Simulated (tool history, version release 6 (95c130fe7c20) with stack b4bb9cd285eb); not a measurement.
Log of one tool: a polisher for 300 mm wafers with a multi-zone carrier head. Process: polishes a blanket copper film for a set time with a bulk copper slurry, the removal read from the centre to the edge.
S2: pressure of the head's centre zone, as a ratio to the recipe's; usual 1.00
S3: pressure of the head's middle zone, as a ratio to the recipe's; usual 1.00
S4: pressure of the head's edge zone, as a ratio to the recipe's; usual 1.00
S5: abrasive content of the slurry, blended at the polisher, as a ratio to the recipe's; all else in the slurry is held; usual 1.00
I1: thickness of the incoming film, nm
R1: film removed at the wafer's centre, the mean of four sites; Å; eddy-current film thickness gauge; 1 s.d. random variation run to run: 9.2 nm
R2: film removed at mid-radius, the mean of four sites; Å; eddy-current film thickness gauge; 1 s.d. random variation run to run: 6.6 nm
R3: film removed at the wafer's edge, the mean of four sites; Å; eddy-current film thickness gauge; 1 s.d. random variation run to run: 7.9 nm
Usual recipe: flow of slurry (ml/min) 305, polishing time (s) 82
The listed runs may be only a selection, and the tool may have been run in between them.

Run 1, hour 0.0: usual settings but S2 1.09, S3 1.04, polishing time (s) 111; I1 3118.1. Result: R1 9680 Å, R2 9351 Å, R3 8787 Å.
Run 2, hour 99.4: usual settings but S5 0.75; I1 3123.0. Result: R1 6088 Å, R2 6043 Å, R3 5943 Å.
Run 3, hour 145.3: usual settings but flow of slurry (ml/min) 355, S3 1.06; I1 3130.1. Result: R1 6380 Å, R2 6760 Å, R3 6321 Å.
Run 4, hour 226.1: usual settings but flow of slurry (ml/min) 235, S3 1.11, S4 0.92, S5 0.85; I1 3142.0. Result: R1 5697 Å, R2 6335 Å, R3 5522 Å.
Run 5, hour 308.0: usual settings but S5 0.75, polishing time (s) 101; I1 3153.8. Result: R1 7096 Å, R2 7104 Å, R3 7214 Å.
At hour 441.6: carrier head's membrane replaced by a new one.
Run 6, hour 560.7: usual settings but S2 1.04, S4 0.92; I1 3135.7. Result: R1 6352 Å, R2 6239 Å, R3 5909 Å.
At hour 594.8: centre zone pressure recalibrated.
At hour 656.9: worn pad replaced by a new one.
Run 7, hour 665.3: usual settings but S5 0.85; I1 3110.4. Result: R1 6503 Å, R2 6526 Å, R3 6423 Å.
At hour 749.2: slurry nozzle cleaned.
Run 8, hour 766.0: usual settings but polishing time (s) 108; I1 3177.5. Result: R1 8541 Å, R2 8698 Å, R3 8494 Å.
Run 9, hour 827.8: usual settings but flow of slurry (ml/min) 245, S2 1.07, S3 1.11, S4 1.04; I1 3119.0. Result: R1 6666 Å, R2 6885 Å, R3 6403 Å.
Run 10, hour 876.9: usual settings but flow of slurry (ml/min) 275, S3 0.96; I1 3168.7. Result: R1 6347 Å, R2 6136 Å, R3 6164 Å.
Run 11, hour 976.5: usual settings but S2 0.96, S3 1.07; I1 3122.3. Result: R1 5967 Å, R2 6515 Å, R3 6152 Å.
Run 12, hour 1023.1: usual settings but flow of slurry (ml/min) 235, S2 0.89, polishing time (s) 98; I1 3113.0. Result: R1 6416 Å, R2 7254 Å, R3 7106 Å.
Run 13, hour 1100.0: usual settings; I1 3150.7. Result: R1 6066 Å, R2 6235 Å, R3 6103 Å.
Run 14, hour 1148.6: usual settings; I1 3149.3. Result: R1 6256 Å, R2 6209 Å, R3 6113 Å.
Run 15, hour 1204.1: usual settings; I1 3086.5. Result: R1 6062 Å, R2 6251 Å, R3 6068 Å.
Run 16, hour 1309.0: usual settings but S2 1.08; I1 3174.9. Result: R1 6578 Å, R2 6191 Å, R3 6046 Å.
At hour 1331.0: centre zone pressure recalibrated.
Run 17, hour 1352.9: usual settings but flow of slurry (ml/min) 410, S3 1.10, S4 1.05, polishing time (s) 67; I1 3091.1. Result: R1 5155 Å, R2 5526 Å, R3 5172 Å.
At hour 1373.1: edge zone pressure recalibrated.
At hour 1394.6: worn pad replaced by a new one.
Run 18, hour 1404.2: usual settings; I1 3137.9. Result: R1 6741 Å, R2 6809 Å, R3 6816 Å.
Run 19, hour 1485.1: usual settings; I1 3112.7. Result: R1 6562 Å, R2 6693 Å, R3 6637 Å.
At hour 1523.2: slurry nozzle cleaned.
Run 20, hour 1554.6: usual settings but S3 1.08, S5 0.75; I1 3135.4. Result: R1 5895 Å, R2 6405 Å, R3 5875 Å.
At hour 1609.1: carrier head's membrane replaced by a new one.
Run 21, hour 1624.0: usual settings but polishing time (s) 108; I1 3138.7. Result: R1 8525 Å, R2 8486 Å, R3 8278 Å.

Here are 4 independent what-if runs from the current tool condition. What would each one return?
Run A, hour 1624.4: usual settings but S2 1.03; I1 3123.9. Result: R1 ?, R2 ?, R3 ?.
Run B, hour 1624.4: usual settings but S3 0.92; I1 3123.9. Result: R1 ?, R2 ?, R3 ?.
Run C, hour 1624.4: usual settings but flow of slurry (ml/min) 345, S2 0.94, S3 0.92, S5 1.10; I1 3123.9. Result: R1 ?, R2 ?, R3 ?.
Run D, hour 1624.4: usual settings but S3 1.05; I1 3123.9. Result: R1 ?, R2 ?, R3 ?.

run    R1    R2    R3
  A  6544  6423  6334
  B  6349  5990  6340
  C  6193  6212  6555
  D  6355  6695  6329
Take away the tool's hidden state, keep each run's random variation, and the runs would have read:
run    R1    R2    R3
  A  7060  6928  6832
  B  6849  6461  6839
  C  6680  6701  7071
  D  6855  7222  6828
